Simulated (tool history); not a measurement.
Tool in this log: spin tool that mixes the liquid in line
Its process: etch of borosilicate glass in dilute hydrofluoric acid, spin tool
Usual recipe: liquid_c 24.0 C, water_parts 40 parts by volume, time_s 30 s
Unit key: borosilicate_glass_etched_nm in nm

run,day,liquid_c,water_parts,time_s,wafers since the last listed run,hours since the thermometer was replaced,hours since the hydrofluoric acid flow meter was replaced,hours since the gauge calibration,"read-back film thickness of the borosilicate glass reference wafer, read on the same gauge (nm)",borosilicate_glass_etched_nm
1,0.000,24.0,40,30,0,504.6,48.0,1025.9,70.00,29.82
2,2.775,24.0,40,30,587,571.2,114.6,1092.5,70.00,29.68
# day 3.854: gauge calibrated
3,5.121,24.0,40,30,496,627.5,170.9,30.4,69.99,29.62
4,7.979,24.0,40,30,604,696.1,239.5,99.0,69.98,29.76
# day 8.908: thermometer replaced
5,10.888,27.0,40,30,606,47.5,309.3,168.8,70.01,34.35
6,12.558,24.0,40,30,353,87.6,349.4,208.9,69.98,30.66
7,15.129,24.0,40,30,544,149.3,411.1,270.6,69.99,30.90
8,21.221,24.0,45,30,1289,295.5,557.3,416.8,69.99,27.26
9,22.225,24.0,45,30,212,319.6,581.4,440.9,70.00,27.70
10,24.854,24.0,45,30,556,382.7,644.5,504.0,70.00,27.26
11,27.604,24.0,40,30,582,448.7,710.5,570.0,69.99,30.94
12,29.658,24.0,40,30,434,498.0,759.8,619.3,70.00,30.91
13,31.071,24.0,30,30,298,531.9,793.7,653.2,70.00,41.42
14,33.175,24.0,40,30,445,582.4,844.2,703.7,70.00,31.01
15,35.429,24.0,40,40,477,636.5,898.3,757.8,70.01,41.00
# day 38.125: hydrofluoric acid flow meter replaced
# day 38.221: thermometer replaced
16,38.404,21.5,40,30,611,4.4,6.7,829.2,69.99,27.13
17,39.508,24.0,35,30,233,30.9,33.2,855.7,70.00,34.61
18,42.017,19.5,50,25,530,91.1,93.4,915.9,70.00,16.31
19,43.462,20.0,55,15,305,125.8,128.1,950.6,70.00,9.15
20,45.104,24.0,45,30,347,165.2,167.5,990.0,70.01,26.92
21,47.433,20.5,40,35,492,221.1,223.4,1045.9,70.01,30.54
22,48.504,24.0,30,45,226,246.8,249.1,1071.6,69.99,61.30
# day 49.033: gauge calibrated
23,49.658,22.0,25,50,244,274.5,276.8,15.0,69.99,75.86
24,51.412,24.0,40,15,371,316.6,318.9,57.1,70.01,15.27
25,53.900,24.0,40,30,526,376.3,378.6,116.8,70.01,30.22
26,56.725,24.0,55,40,597,444.1,446.4,184.6,70.01,28.97
27,58.738,24.0,25,30,425,492.4,494.7,232.9,70.00,49.42
28,61.258,20.0,45,20,533,552.9,555.2,293.4,69.99,15.38
29,63.462,24.0,40,30,466,605.8,608.1,346.3,70.01,30.83
# day 64.454: thermometer replaced
30,66.046,24.0,55,15,537,38.2,670.1,408.3,70.00,11.26
31,68.967,19.0,40,30,618,108.3,740.2,478.4,69.99,25.47
32,70.604,20.5,20,20,346,147.6,779.5,517.7,70.01,37.08

State the hidden condition of the tool at each of the runs:
gauge reads high (%): 0 at every run
H1: liquid colder than its thermometer reads (K)
H2: hydrofluoric acid flow above the setpoint (%)
run,H1,H2
1,0.546,0.29
2,0.611,0.642
3,0.666,0.94
4,0.732,1.3
5,0.139,1.67
6,0.178,1.88
7,0.238,2.21
8,0.38,2.98
9,0.404,3.11
10,0.465,3.45
11,0.529,3.8
12,0.577,4.06
13,0.61,4.24
14,0.659,4.5
15,0.712,4.79
16,0.0717,0.199
17,0.0975,0.34
18,0.156,0.658
19,0.19,0.842
20,0.228,1.05
21,0.283,1.35
22,0.308,1.48
23,0.335,1.63
24,0.376,1.85
25,0.434,2.17
26,0.5,2.53
27,0.547,2.78
28,0.606,3.1
29,0.657,3.38
30,0.0385,3.71
31,0.107,4.08
32,0.145,4.29

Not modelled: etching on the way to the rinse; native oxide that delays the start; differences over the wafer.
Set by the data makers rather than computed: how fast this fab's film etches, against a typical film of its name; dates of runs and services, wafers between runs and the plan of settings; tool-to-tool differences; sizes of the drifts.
